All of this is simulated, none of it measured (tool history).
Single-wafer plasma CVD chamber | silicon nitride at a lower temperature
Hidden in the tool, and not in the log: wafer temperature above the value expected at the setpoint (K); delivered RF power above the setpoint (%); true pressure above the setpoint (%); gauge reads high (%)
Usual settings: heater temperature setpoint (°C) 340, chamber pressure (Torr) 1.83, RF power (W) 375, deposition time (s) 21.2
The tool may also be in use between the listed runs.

run,hour,heater temperature setpoint (°C),chamber pressure (Torr),RF power (W),deposition time (s),wafers since the last listed run,hours since the last thermocouple change,hours since the last RF generator calibration,hours since the last manometer calibration,hours since the showerhead was replaced,hours since the gauge calibration,"read-back reference wafer on the same gauge, thickness_nm",mean film thickness on the monitor wafer (nm)
1,0.0,340,1.83,375,21.2,0,2142.5,746.6,2028.8,4796.9,130.7,25.903,30.791
2,9.0,340,1.83,375,21.2,150,2151.5,755.6,2037.8,4805.9,139.7,25.897,30.711
3,19.3,340,1.83,375,21.2,172,2161.8,765.9,2048.1,4816.2,150.0,25.893,30.733
4,28.3,340,1.83,375,21.2,150,2170.8,774.9,2057.1,4825.2,159.0,25.897,30.783
5,45.4,346,1.83,375,21.2,286,2187.9,792.0,2074.2,4842.3,176.1,25.910,30.672
# hour 63.6: thermocouple changed; heater temperature recalibrated
6,64.1,346,1.83,375,21.2,179,0.5,810.7,2092.9,4861.0,194.8,25.894,30.639
7,80.0,340,1.83,375,21.2,266,16.4,826.6,2108.8,4876.9,210.7,25.900,30.794
8,95.6,340,1.83,375,21.2,261,32.0,842.2,2124.4,4892.5,226.3,25.903,30.753
9,112.8,340,1.83,375,21.2,287,49.2,859.4,2141.6,4909.7,243.5,25.908,30.682
10,124.8,340,1.83,375,21.2,200,61.2,871.4,2153.6,4921.7,255.5,25.907,30.807
# hour 143.3: gauge calibrated
# hour 145.5: RF generator calibrated
# hour 165.4: showerhead replaced
11,178.3,354,1.49,445,17.0,627,114.7,32.8,2207.1,12.9,35.0,25.898,27.432
12,189.6,340,1.83,375,21.2,189,126.0,44.1,2218.4,24.2,46.3,25.905,30.978
13,196.9,340,1.83,375,21.2,122,133.3,51.4,2225.7,31.5,53.6,25.896,31.020
14,210.4,332,1.83,415,24.7,225,146.8,64.9,2239.2,45.0,67.1,25.908,39.718
15,221.2,340,1.83,335,21.2,180,157.6,75.7,2250.0,55.8,77.9,25.905,27.713
16,229.1,347,1.63,450,19.9,132,165.5,83.6,2257.9,63.7,85.8,25.902,33.148
17,244.1,340,1.83,375,21.2,251,180.5,98.6,2272.9,78.7,100.8,25.910,31.023
18,259.4,340,1.83,375,21.2,256,195.8,113.9,2288.2,94.0,116.1,25.890,31.016
# hour 268.0: capacitance manometer re-zeroed and calibrated
19,309.7,340,1.83,445,21.2,707,246.1,164.2,41.7,144.3,166.4,25.912,36.084
20,325.6,333,1.58,425,17.7,266,262.0,180.1,57.6,160.2,182.3,25.899,28.048
21,335.6,347,1.83,345,22.8,167,272.0,190.1,67.6,170.2,192.3,25.900,30.588
22,350.3,340,1.83,375,21.2,246,286.7,204.8,82.3,184.9,207.0,25.898,30.998
23,356.7,340,1.83,375,21.2,107,293.1,211.2,88.7,191.3,213.4,25.888,30.917
24,370.7,332,2.12,405,21.2,234,307.1,225.2,102.7,205.3,227.4,25.893,34.521
25,409.8,340,2.12,375,21.2,654,346.2,264.3,141.8,244.4,266.5,25.895,31.976
26,421.1,340,1.83,375,21.2,189,357.5,275.6,153.1,255.7,277.8,25.895,30.860
27,432.3,340,1.83,335,23.1,187,368.7,286.8,164.3,266.9,289.0,25.898,30.099
28,446.4,340,1.83,375,22.4,235,382.8,300.9,178.4,281.0,303.1,25.905,32.751
29,454.9,340,1.55,375,21.2,142,391.3,309.4,186.9,289.5,311.6,25.899,29.879

What the log doesn't show, run by run:
wafer temperature above the value expected at the setpoint (K): 0 in every run
true pressure above the setpoint (%): 0 in every run
gauge reads high (%): 0 in every run
H1: delivered RF power above the setpoint (%)
run,H1
1,-0.985
2,-0.997
3,-1.01
4,-1.02
5,-1.04
6,-1.07
7,-1.09
8,-1.11
9,-1.13
10,-1.15
11,-0.078
12,-0.0928
13,-0.102
14,-0.12
15,-0.134
16,-0.145
17,-0.164
18,-0.184
19,-0.25
20,-0.271
21,-0.284
22,-0.304
23,-0.312
24,-0.331
25,-0.382
26,-0.397
27,-0.411
28,-0.43
29,-0.441
